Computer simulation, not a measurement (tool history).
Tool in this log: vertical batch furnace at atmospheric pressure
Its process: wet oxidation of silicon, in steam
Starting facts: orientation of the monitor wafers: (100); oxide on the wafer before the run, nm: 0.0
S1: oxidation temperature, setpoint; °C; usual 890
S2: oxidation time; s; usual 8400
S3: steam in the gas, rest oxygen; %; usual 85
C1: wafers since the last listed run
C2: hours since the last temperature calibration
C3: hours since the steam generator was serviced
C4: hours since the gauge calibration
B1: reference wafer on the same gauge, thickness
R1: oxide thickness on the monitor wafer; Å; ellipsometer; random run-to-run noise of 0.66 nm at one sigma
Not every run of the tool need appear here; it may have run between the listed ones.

{"run": 1, "hour": 0.0, "S1": 890, "S2": 8400, "S3": 85, "C1": 0, "C2": 1813.9, "C3": 3843.6, "C4": 221.3, "B1": 309.22, "R1": 2559}
{"run": 2, "hour": 16.7, "S1": 890, "S2": 8400, "S3": 85, "C1": 185, "C2": 1830.6, "C3": 3860.3, "C4": 238, "B1": 309.16, "R1": 2557.8}
{"run": 3, "hour": 33.9, "S1": 890, "S2": 8400, "S3": 85, "C1": 190, "C2": 1847.8, "C3": 3877.5, "C4": 255.2, "B1": 309.09, "R1": 2545.2}
{"run": 4, "hour": 54.4, "S1": 890, "S2": 8400, "S3": 85, "C1": 227, "C2": 1868.3, "C3": 3898, "C4": 275.7, "B1": 308.98, "R1": 2554.8}
{"run": 5, "hour": 75.7, "S1": 890, "S2": 8400, "S3": 85, "C1": 235, "C2": 1889.6, "C3": 3919.3, "C4": 297, "B1": 308.99, "R1": 2566.1}
{"run": 6, "hour": 96.2, "S1": 890, "S2": 8400, "S3": 85, "C1": 227, "C2": 1910.1, "C3": 3939.8, "C4": 317.5, "B1": 308.97, "R1": 2556.8}
{"run": 7, "hour": 139.7, "S1": 890, "S2": 8400, "S3": 85, "C1": 481, "C2": 1953.6, "C3": 3983.3, "C4": 361, "B1": 309.15, "R1": 2562.8}
{"run": 8, "hour": 207.1, "S1": 890, "S2": 8400, "S3": 91, "C1": 746, "C2": 2021, "C3": 4050.7, "C4": 428.4, "B1": 309.1, "R1": 2697.9}
{"run": 9, "hour": 224.8, "S1": 890, "S2": 8400, "S3": 91, "C1": 196, "C2": 2038.7, "C3": 4068.4, "C4": 446.1, "B1": 308.94, "R1": 2701.7}
{"hour": 258.6, "done": "steam generator serviced"}
{"run": 10, "hour": 259.1, "S1": 890, "S2": 8400, "S3": 87, "C1": 114, "C2": 2073, "C3": 0.5, "C4": 480.4, "B1": 309.01, "R1": 2806.5}
{"run": 11, "hour": 264.4, "S1": 890, "S2": 8400, "S3": 87, "C1": 58, "C2": 2078.3, "C3": 5.8, "C4": 485.7, "B1": 309.06, "R1": 2798}
{"run": 12, "hour": 283.4, "S1": 890, "S2": 8400, "S3": 85, "C1": 210, "C2": 2097.3, "C3": 24.8, "C4": 504.7, "B1": 309.01, "R1": 2750.5}
{"hour": 323.6, "done": "thermocouples replaced and temperature profile calibrated"}
{"run": 13, "hour": 324.1, "S1": 890, "S2": 8400, "S3": 85, "C1": 185, "C2": 0.5, "C3": 65.5, "C4": 545.4, "B1": 309.08, "R1": 2569.2}
{"run": 14, "hour": 329.4, "S1": 890, "S2": 8400, "S3": 85, "C1": 58, "C2": 5.8, "C3": 70.8, "C4": 550.7, "B1": 308.95, "R1": 2565.7}
{"run": 15, "hour": 338.3, "S1": 890, "S2": 11400, "S3": 85, "C1": 98, "C2": 14.7, "C3": 79.7, "C4": 559.6, "B1": 309.1, "R1": 3334.2}
{"run": 16, "hour": 359.0, "S1": 890, "S2": 11400, "S3": 85, "C1": 229, "C2": 35.4, "C3": 100.4, "C4": 580.3, "B1": 308.89, "R1": 3335.4}
{"hour": 377.1, "done": "gauge calibrated"}
{"run": 17, "hour": 389.8, "S1": 890, "S2": 11400, "S3": 85, "C1": 341, "C2": 66.2, "C3": 131.2, "C4": 12.7, "B1": 309.05, "R1": 3347.7}
{"run": 18, "hour": 411.5, "S1": 890, "S2": 9300, "S3": 85, "C1": 240, "C2": 87.9, "C3": 152.9, "C4": 34.4, "B1": 308.96, "R1": 2822.6}
{"run": 19, "hour": 424.4, "S1": 905, "S2": 10830, "S3": 80, "C1": 142, "C2": 100.8, "C3": 165.8, "C4": 47.3, "B1": 308.77, "R1": 3656.7}
{"run": 20, "hour": 433.4, "S1": 867, "S2": 4350, "S3": 80, "C1": 99, "C2": 109.8, "C3": 174.8, "C4": 56.3, "B1": 308.98, "R1": 951.3}
{"run": 21, "hour": 450.4, "S1": 890, "S2": 11400, "S3": 85, "C1": 188, "C2": 126.8, "C3": 191.8, "C4": 73.3, "B1": 308.89, "R1": 3365.9}
{"run": 22, "hour": 464.0, "S1": 890, "S2": 8400, "S3": 85, "C1": 150, "C2": 140.4, "C3": 205.4, "C4": 86.9, "B1": 308.94, "R1": 2596.4}
{"run": 23, "hour": 471.9, "S1": 890, "S2": 6360, "S3": 78, "C1": 87, "C2": 148.3, "C3": 213.3, "C4": 94.8, "B1": 308.9, "R1": 1894.6}
{"run": 24, "hour": 491.2, "S1": 905, "S2": 8400, "S3": 85, "C1": 213, "C2": 167.6, "C3": 232.6, "C4": 114.1, "B1": 308.88, "R1": 3163.7}
{"run": 25, "hour": 505.9, "S1": 902, "S2": 6570, "S3": 76, "C1": 162, "C2": 182.3, "C3": 247.3, "C4": 128.8, "B1": 308.92, "R1": 2246.7}
{"run": 26, "hour": 514.8, "S1": 908, "S2": 10470, "S3": 85, "C1": 98, "C2": 191.2, "C3": 256.2, "C4": 137.7, "B1": 309.14, "R1": 3888.8}
{"run": 27, "hour": 527.7, "S1": 874, "S2": 8400, "S3": 93, "C1": 142, "C2": 204.1, "C3": 269.1, "C4": 150.6, "B1": 309.09, "R1": 2253.2}
{"run": 28, "hour": 547.2, "S1": 890, "S2": 6390, "S3": 85, "C1": 216, "C2": 223.6, "C3": 288.6, "C4": 170.1, "B1": 308.92, "R1": 2065}
{"run": 29, "hour": 561.2, "S1": 890, "S2": 8400, "S3": 85, "C1": 155, "C2": 237.6, "C3": 302.6, "C4": 184.1, "B1": 309.09, "R1": 2601}
{"run": 30, "hour": 576.6, "S1": 890, "S2": 11250, "S3": 85, "C1": 170, "C2": 253, "C3": 318, "C4": 199.5, "B1": 308.93, "R1": 3356.6}
{"run": 31, "hour": 590.5, "S1": 874, "S2": 4560, "S3": 89, "C1": 153, "C2": 266.9, "C3": 331.9, "C4": 213.4, "B1": 309, "R1": 1243.3}
{"run": 32, "hour": 600.9, "S1": 890, "S2": 8400, "S3": 93, "C1": 115, "C2": 277.3, "C3": 342.3, "C4": 223.8, "B1": 309.07, "R1": 2825.9}
{"run": 33, "hour": 613.4, "S1": 890, "S2": 8400, "S3": 85, "C1": 138, "C2": 289.8, "C3": 354.8, "C4": 236.3, "B1": 308.93, "R1": 2626.3}
{"run": 34, "hour": 632.1, "S1": 890, "S2": 6630, "S3": 85, "C1": 207, "C2": 308.5, "C3": 373.5, "C4": 255, "B1": 309.11, "R1": 2138.1}
{"run": 35, "hour": 647.2, "S1": 890, "S2": 6630, "S3": 85, "C1": 167, "C2": 323.6, "C3": 388.6, "C4": 270.1, "B1": 309.05, "R1": 2137.5}
{"run": 36, "hour": 665.9, "S1": 890, "S2": 5610, "S3": 85, "C1": 207, "C2": 342.3, "C3": 407.3, "C4": 288.8, "B1": 309.13, "R1": 1850}

For some of the steps in R1 from one run to the next: how much would appear even if the tool had no hidden state, given the settings, what came in and random variation, and how much remains for the hidden state plus any gauge scatter that the measured result and the result without hidden state don't share?
Hidden state present: true tube temperature minus thermocouple reading, K; steam share off its setpoint, % of the setpoint; gauge reads high (%).
Run 9 -> 10: S3 91 -> 87, steam generator serviced. R1 +104.8 Å: hidden state +202.7, all else -97.9.
Run 12 -> 13: thermocouples replaced and temperature profile calibrated. R1 -181.3 Å: hidden state -178.9, all else -2.4.
Run 19 -> 20: S1 905 -> 867, S2 10830 -> 4350. R1 -2705.4 Å: hidden state -4.4, all else -2701.
Run 20 -> 21: S1 867 -> 890, S2 4350 -> 11400, S3 80 -> 85. R1 +2414.6 Å: hidden state +13.7, all else +2400.9.
Run 30 -> 31: S1 890 -> 874, S2 11250 -> 4560, S3 85 -> 89. R1 -2113.3 Å: hidden state -21.9, all else -2091.4.
